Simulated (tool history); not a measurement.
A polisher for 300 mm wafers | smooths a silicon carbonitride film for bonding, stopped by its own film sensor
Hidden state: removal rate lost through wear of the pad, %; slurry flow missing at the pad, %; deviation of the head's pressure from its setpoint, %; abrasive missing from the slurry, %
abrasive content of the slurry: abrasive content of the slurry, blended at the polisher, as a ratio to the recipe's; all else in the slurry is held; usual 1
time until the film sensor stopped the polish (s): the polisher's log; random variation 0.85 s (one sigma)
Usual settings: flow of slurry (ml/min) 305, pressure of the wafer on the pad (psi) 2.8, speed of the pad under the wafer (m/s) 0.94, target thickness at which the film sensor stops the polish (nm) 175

run    hour  flow of slurry (ml/min)  pressure of the wafer on the pad (psi)  speed of the pad under the wafer (m/s)  abrasive content of the slurry  target thickness at which the film sensor stops the polish (nm)  wafers since the last listed run  wafers polished on this pad  hours since the slurry nozzle was cleaned  hours since the head pressure was calibrated  hours since the slurry blender was calibrated  incoming thickness of the incoming film, nm  time until the film sensor stopped the polish (s)
  1       0                      305                                     2.8                                     0.7                               1                                                              175                                 0                          652                                      637.4                                           510                                           55.4                                        197.9                                               90.1
       33.8  -- slurry nozzle cleaned
  2    99.1                      305                                     2.8                                     0.7                               1                                                              175                               514                         1166                                       65.3                                         609.1                                          154.5                                        201.1                                                107
      197.6  -- worn pad replaced by a new one
  3   198.1                      305                                     3.4                                    1.08                               1                                                              175                               498                            2                                      164.3                                         708.1                                          253.5                                          201                                               72.9
      229.3  -- slurry blender recalibrated
  4   299.1                      305                                     2.8                                    0.94                            0.85                                                              175                               519                          521                                      265.3                                         809.1                                           69.8                                        199.8                                               94.6
  5   365.8                      305                                     2.8                                    0.94                            0.85                                                              175                               349                          871                                        332                                         875.8                                          136.5                                          198                                               90.6
  6   444.7                      305                                     2.8                                    0.94                               1                                                              175                               413                         1285                                      410.9                                         954.7                                          215.4                                        198.9                                               88.3
      519.7  -- worn pad replaced by a new one
  7   552.4                      305                                     2.8                                    0.94                               1                                                              175                               543                          171                                      518.6                                        1062.4                                          323.1                                        199.2                                               91.2
      571.5  -- slurry blender recalibrated
  8   744.7                      305                                     2.8                                    0.94                               1                                                              175                               998                         1169                                      710.9                                        1254.7                                          173.2                                        199.8                                               91.4
      799.2  -- worn pad replaced by a new one
  9   820.7                      305                                     2.8                                    0.94                               1                                                              175                               377                          112                                      786.9                                        1330.7                                          249.2                                        196.7                                               81.1
      865.8  -- slurry nozzle cleaned
 10   876.2                      305                                     3.3                                    0.94                               1                                                              175                               285                          398                                       10.4                                        1386.2                                          304.7                                        201.7                                               84.7
      878.5  -- slurry blender recalibrated
 11   927.1                      305                                     2.8                                    0.94                               1                                                              175                               256                          655                                       61.3                                        1437.1                                           48.6                                        198.8                                               79.9
 12   997.1                      305                                     2.8                                    0.94                               1                                                              175                               367                         1022                                      131.3                                        1507.1                                          118.6                                          202                                               96.2
     1029.8  -- head pressure recalibrated
 13    1080                      305                                     2.8                                    0.94                               1                                                              168                               424                         1446                                      214.2                                          50.2                                          201.5                                        203.3                                              127.6
     1085.4  -- worn pad replaced by a new one
 14  1168.5                      305                                     2.8                                    0.94                            0.75                                                              175                               443                          435                                      302.7                                         138.7                                            290                                        196.6                                                 92
     1179.9  -- slurry blender recalibrated
 15  1272.1                      305                                     2.8                                    0.94                               1                                                              182                               532                          968                                      406.3                                         242.3                                           92.2                                        199.1                                               60.7
     1360.5  -- worn pad replaced by a new one
 16  1378.3                      305                                     2.8                                    1.18                            1.15                                                              175                               536                           93                                      512.5                                         348.5                                          198.4                                        202.6                                               85.1
 17    1444                      380                                     3.4                                    0.94                             0.8                                                              170                               344                          437                                      578.2                                         414.2                                          264.1                                        202.9                                              110.5

Forecast each of these 3 alternatives for the next run:
  A  1444.5                      275                                     2.8                                    0.94                               1                                                              175                                 2                          440                                      578.7                                         414.7                                          264.6                                        197.6                                                  ?
  B  1444.5                      200                                     2.8                                    1.12                               1                                                              175                                 2                          440                                      578.7                                         414.7                                          264.6                                        197.6                                                  ?
  C  1444.5                      220                                       2                                    1.14                               1                                                              175                                 2                          440                                      578.7                                         414.7                                          264.6                                        197.6                                                  ?

run  time until the film sensor stopped the polish (s)
  A                                               83.8
  B                                               78.4
  C                                              108.1
Without the tool's hidden state the same runs would have given:
run  time until the film sensor stopped the polish (s)
  A                                               74.4
  B                                               69.6
  C                                                 96
